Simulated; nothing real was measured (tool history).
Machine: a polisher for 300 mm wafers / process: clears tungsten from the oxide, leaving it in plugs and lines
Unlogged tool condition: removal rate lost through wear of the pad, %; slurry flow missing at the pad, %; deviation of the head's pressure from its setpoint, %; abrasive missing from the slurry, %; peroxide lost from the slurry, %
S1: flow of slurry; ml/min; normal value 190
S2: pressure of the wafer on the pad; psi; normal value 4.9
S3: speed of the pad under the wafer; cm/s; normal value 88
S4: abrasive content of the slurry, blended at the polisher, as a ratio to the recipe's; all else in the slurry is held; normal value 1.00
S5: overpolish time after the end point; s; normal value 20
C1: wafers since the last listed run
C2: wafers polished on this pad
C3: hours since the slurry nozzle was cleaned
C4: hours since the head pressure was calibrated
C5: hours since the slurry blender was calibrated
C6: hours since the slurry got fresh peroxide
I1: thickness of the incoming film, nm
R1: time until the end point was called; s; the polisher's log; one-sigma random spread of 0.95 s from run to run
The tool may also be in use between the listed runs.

run 1 hour=0.0 | S1=190 S2=4.9 S3=88 S4=1.00 S5=20 | C1=0 C2=41 C3=480.6 C4=740.8 C5=157.1 C6=1.2 | I1=406.1 | R1=76.9
-- hour=10.5 slurry blender recalibrated
run 2 hour=14.0 | S1=190 S2=4.9 S3=88 S4=1.00 S5=20 | C1=94 C2=135 C3=494.6 C4=754.8 C5=3.5 C6=15.2 | I1=404.3 | R1=78.2
run 3 hour=26.1 | S1=190 S2=4.9 S3=88 S4=1.00 S5=20 | C1=94 C2=230 C3=506.7 C4=766.9 C5=15.6 C6=27.3 | I1=398.8 | R1=78.3
run 4 hour=52.8 | S1=190 S2=4.9 S3=88 S4=1.00 S5=20 | C1=209 C2=439 C3=533.4 C4=793.6 C5=42.3 C6=54.0 | I1=399.2 | R1=83.4
-- hour=68.2 worn pad replaced by a new one
run 5 hour=81.0 | S1=190 S2=4.9 S3=88 S4=1.00 S5=20 | C1=189 C2=100 C3=561.6 C4=821.8 C5=70.5 C6=82.2 | I1=396.5 | R1=83.2
run 6 hour=98.9 | S1=190 S2=4.9 S3=88 S4=1.00 S5=20 | C1=140 C2=240 C3=579.5 C4=839.7 C5=88.4 C6=100.1 | I1=407.2 | R1=89.7
run 7 hour=131.9 | S1=190 S2=4.9 S3=88 S4=1.00 S5=20 | C1=258 C2=499 C3=612.5 C4=872.7 C5=121.4 C6=133.1 | I1=398.5 | R1=87.2
-- hour=148.4 worn pad replaced by a new one, of another model than before
-- hour=154.8 slurry tank refilled with fresh slurry and peroxide
run 8 hour=162.6 | S1=190 S2=4.9 S3=88 S4=1.00 S5=20 | C1=201 C2=103 C3=643.2 C4=903.4 C5=152.1 C6=7.8 | I1=399.1 | R1=74.3
run 9 hour=179.9 | S1=130 S2=4.4 S3=88 S4=1.00 S5=20 | C1=135 C2=238 C3=660.5 C4=920.7 C5=169.4 C6=25.1 | I1=393.9 | R1=86.3
-- hour=201.2 slurry blender recalibrated
run 10 hour=201.7 | S1=125 S2=4.2 S3=88 S4=0.90 S5=28 | C1=155 C2=394 C3=682.3 C4=942.5 C5=0.5 C6=46.9 | I1=399.3 | R1=96.2
-- hour=221.7 slurry nozzle cleaned
-- hour=227.2 worn pad replaced by a new one
run 11 hour=234.1 | S1=190 S2=4.9 S3=76 S4=0.90 S5=20 | C1=214 C2=53 C3=12.4 C4=974.9 C5=32.9 C6=79.3 | I1=404.5 | R1=94.6
run 12 hour=258.5 | S1=190 S2=4.9 S3=88 S4=1.00 S5=20 | C1=191 C2=245 C3=36.8 C4=999.3 C5=57.3 C6=103.7 | I1=406.4 | R1=88.4
run 13 hour=274.1 | S1=190 S2=4.9 S3=110 S4=1.25 S5=30 | C1=122 C2=367 C3=52.4 C4=1014.9 C5=72.9 C6=119.3 | I1=403.7 | R1=73.4
-- hour=293.9 slurry tank refilled with fresh slurry and peroxide
-- hour=304.4 head pressure recalibrated
-- hour=305.8 worn pad replaced by a new one
run 14 hour=335.1 | S1=190 S2=4.9 S3=110 S4=1.30 S5=20 | C1=444 C2=230 C3=113.4 C4=30.7 C5=133.9 C6=41.2 | I1=401.7 | R1=65.4
run 15 hour=353.8 | S1=235 S2=4.9 S3=88 S4=1.00 S5=9 | C1=146 C2=376 C3=132.1 C4=49.4 C5=152.6 C6=59.9 | I1=400.7 | R1=79.2
-- hour=381.2 worn pad replaced by a new one
run 16 hour=388.1 | S1=190 S2=4.9 S3=110 S4=1.00 S5=20 | C1=237 C2=54 C3=166.4 C4=83.7 C5=186.9 C6=94.2 | I1=402.3 | R1=73.8

How the hidden state differs across the entries between the runs, from the last listed run before each to the first after it:
From run 1 to run 2: slurry blender recalibrated (hour 10.5)
  peroxide lost from the slurry, %: 4.62 -> 13.2
  measured value less the no-hidden-state value, R1: +1.4 -> +4.2 s
From run 4 to run 5: worn pad replaced by a new one (hour 68.2)
  peroxide lost from the slurry, %: 27 -> 31.8
  measured value less the no-hidden-state value, R1: +9.8 -> +11.8 s
From run 7 to run 8: worn pad replaced by a new one, of another model than before (hour 148.4); slurry tank refilled with fresh slurry and peroxide (hour 154.8)
  peroxide lost from the slurry, %: 35.6 -> 8.56
  measured value less the no-hidden-state value, R1: +14.1 -> +2.5 s
From run 9 to run 10: slurry blender recalibrated (hour 201.2)
  peroxide lost from the slurry, %: 17.5 -> 24.8
  measured value less the no-hidden-state value, R1: +6.2 -> +10.2 s
From run 10 to run 11: slurry nozzle cleaned (hour 221.7); worn pad replaced by a new one (hour 227.2)
  peroxide lost from the slurry, %: 24.8 -> 31
  measured value less the no-hidden-state value, R1: +10.2 -> +13.0 s
From run 13 to run 14: slurry tank refilled with fresh slurry and peroxide (hour 293.9); head pressure recalibrated (hour 304.4); worn pad replaced by a new one (hour 305.8)
  peroxide lost from the slurry, %: 34.5 -> 21.5
  measured value less the no-hidden-state value, R1: +11.4 -> +5.9 s
From run 15 to run 16: worn pad replaced by a new one (hour 381.2)
  peroxide lost from the slurry, %: 26.1 -> 30.9
  measured value less the no-hidden-state value, R1: +8.9 -> +10.1 s
